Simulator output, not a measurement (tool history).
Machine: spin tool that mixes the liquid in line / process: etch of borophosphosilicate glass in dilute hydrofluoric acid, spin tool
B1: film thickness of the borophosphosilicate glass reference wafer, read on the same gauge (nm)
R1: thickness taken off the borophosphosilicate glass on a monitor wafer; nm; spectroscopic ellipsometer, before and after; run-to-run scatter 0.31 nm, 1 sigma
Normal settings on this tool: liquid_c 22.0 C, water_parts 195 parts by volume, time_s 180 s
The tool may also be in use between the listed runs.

run 1 hour=0.0 | liquid_c=22.0 water_parts=195 time_s=180 | B1=100.01 | R1=37.85
run 2 hour=93.0 | liquid_c=22.0 water_parts=195 time_s=140 | B1=100.02 | R1=29.34
run 3 hour=168.7 | liquid_c=22.0 water_parts=195 time_s=140 | B1=100.00 | R1=29.89
run 4 hour=212.9 | liquid_c=22.0 water_parts=135 time_s=180 | B1=100.01 | R1=59.06
run 5 hour=289.2 | liquid_c=22.0 water_parts=135 time_s=180 | B1=100.02 | R1=60.41
run 6 hour=346.3 | liquid_c=22.0 water_parts=135 time_s=180 | B1=99.98 | R1=60.06
run 7 hour=395.5 | liquid_c=20.5 water_parts=195 time_s=235 | B1=99.98 | R1=48.64
run 8 hour=449.6 | liquid_c=20.5 water_parts=195 time_s=235 | B1=100.01 | R1=49.26
-- hour=494.0 hydrofluoric acid flow meter replaced
run 9 hour=500.1 | liquid_c=20.5 water_parts=195 time_s=235 | B1=99.99 | R1=42.78
run 10 hour=561.7 | liquid_c=22.0 water_parts=195 time_s=180 | B1=100.00 | R1=34.17
run 11 hour=630.2 | liquid_c=24.5 water_parts=225 time_s=280 | B1=100.01 | R1=49.00
run 12 hour=697.1 | liquid_c=24.0 water_parts=195 time_s=275 | B1=100.01 | R1=57.26
run 13 hour=778.8 | liquid_c=22.0 water_parts=195 time_s=180 | B1=99.97 | R1=35.48
run 14 hour=828.8 | liquid_c=22.0 water_parts=195 time_s=180 | B1=99.97 | R1=35.34
-- hour=880.3 gauge calibrated
run 15 hour=911.7 | liquid_c=20.5 water_parts=285 time_s=180 | B1=99.99 | R1=20.74

Estimate the outcome of run 16 from the log above:
run 16 hour=981.1 | liquid_c=22.0 water_parts=195 time_s=180 | B1=? | R1=?

B1: 99.99
R1: 36.34 nm
On a tool with no hidden condition, and with the same random variation, this run would have come out at R1 31.92 nm.
